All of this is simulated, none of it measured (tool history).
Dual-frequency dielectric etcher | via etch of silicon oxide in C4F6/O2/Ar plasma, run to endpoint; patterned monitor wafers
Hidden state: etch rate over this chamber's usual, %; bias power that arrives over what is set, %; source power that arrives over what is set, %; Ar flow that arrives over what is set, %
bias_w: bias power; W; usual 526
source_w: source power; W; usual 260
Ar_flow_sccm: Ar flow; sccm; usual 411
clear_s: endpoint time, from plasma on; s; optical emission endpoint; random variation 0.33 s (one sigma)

run	hour	bias_w	source_w	Ar_flow_sccm	wafers since the last listed run	hours since the last wet clean	hours since the last bias power generator calibration	hours since the last source power generator calibration	hours since the last Ar flow controller change	hours since the last upper electrode change	incoming incoming film thickness, nm	clear_s
1	0	526	290	411	0	202.7	1474.9	670.5	2257	2373.3	167.5	46.8
2	58.9	526	290	411	825	261.6	1533.8	729.4	2315.9	2432.2	167	46.4
3	112.3	526	290	411	748	315	1587.2	782.8	2369.3	2485.6	167.4	47.1
# hour 186.8: wet clean of the chamber
4	187.3	526	210	411	714	0.5	1662.2	857.8	2444.3	2560.6	168.7	52.6
5	273.5	526	260	382	1207	86.7	1748.4	944	2530.5	2646.8	166	47.7
6	326.4	526	260	382	741	139.6	1801.3	996.9	2583.4	2699.7	167.6	47.7
7	397.4	526	260	382	994	210.6	1872.3	1067.9	2654.4	2770.7	165.9	47.8
8	467	526	260	411	975	280.2	1941.9	1137.5	2724	2840.3	169.9	49.6
9	543.5	526	260	411	1071	356.7	2018.4	1214	2800.5	2916.8	167.3	48.5
# hour 578.1: wet clean of the chamber
10	603.9	563	200	344	509	25.8	2078.8	1274.4	2860.9	2977.2	168.5	49.9
# hour 705.3: upper electrode replaced
# hour 714.7: Ar flow controller replaced
11	756	420	260	483	1710	177.9	2230.9	1426.5	41.3	50.7	169	55.5
12	801.1	526	260	411	631	223	2276	1471.6	86.4	95.8	166	48.3
# hour 865.3: bias power generator calibrated
13	897.4	642	260	411	1293	319.3	32.1	1567.9	182.7	192.1	169.9	45.2
# hour 926.2: source power generator calibrated
14	937.6	526	260	411	507	359.5	72.3	11.4	222.9	232.3	167.4	48.3
# hour 984.9: wet clean of the chamber
15	1003.5	455	260	411	586	18.6	138.2	77.3	288.8	298.2	167.6	51.5
16	1103.3	526	300	411	1398	118.4	238	177.1	388.6	398	167.8	46.8
17	1207.2	656	220	356	1455	222.3	341.9	281	492.5	501.9	168.8	46.3

How the hidden state differs across the entries between the runs, from the last listed run before each to the first after it:
Between runs 3 and 4: wet clean of the chamber (hour 186.8)
  no hidden state differs between the two runs
Between runs 9 and 10: wet clean of the chamber (hour 578.1)
  no hidden state differs between the two runs
Between runs 10 and 11: upper electrode replaced (hour 705.3); Ar flow controller replaced (hour 714.7)
  no hidden state differs between the two runs
Between runs 12 and 13: bias power generator calibrated (hour 865.3)
  no hidden state differs between the two runs
Between runs 13 and 14: source power generator calibrated (hour 926.2)
  no hidden state differs between the two runs
Between runs 14 and 15: wet clean of the chamber (hour 984.9)
  no hidden state differs between the two runs

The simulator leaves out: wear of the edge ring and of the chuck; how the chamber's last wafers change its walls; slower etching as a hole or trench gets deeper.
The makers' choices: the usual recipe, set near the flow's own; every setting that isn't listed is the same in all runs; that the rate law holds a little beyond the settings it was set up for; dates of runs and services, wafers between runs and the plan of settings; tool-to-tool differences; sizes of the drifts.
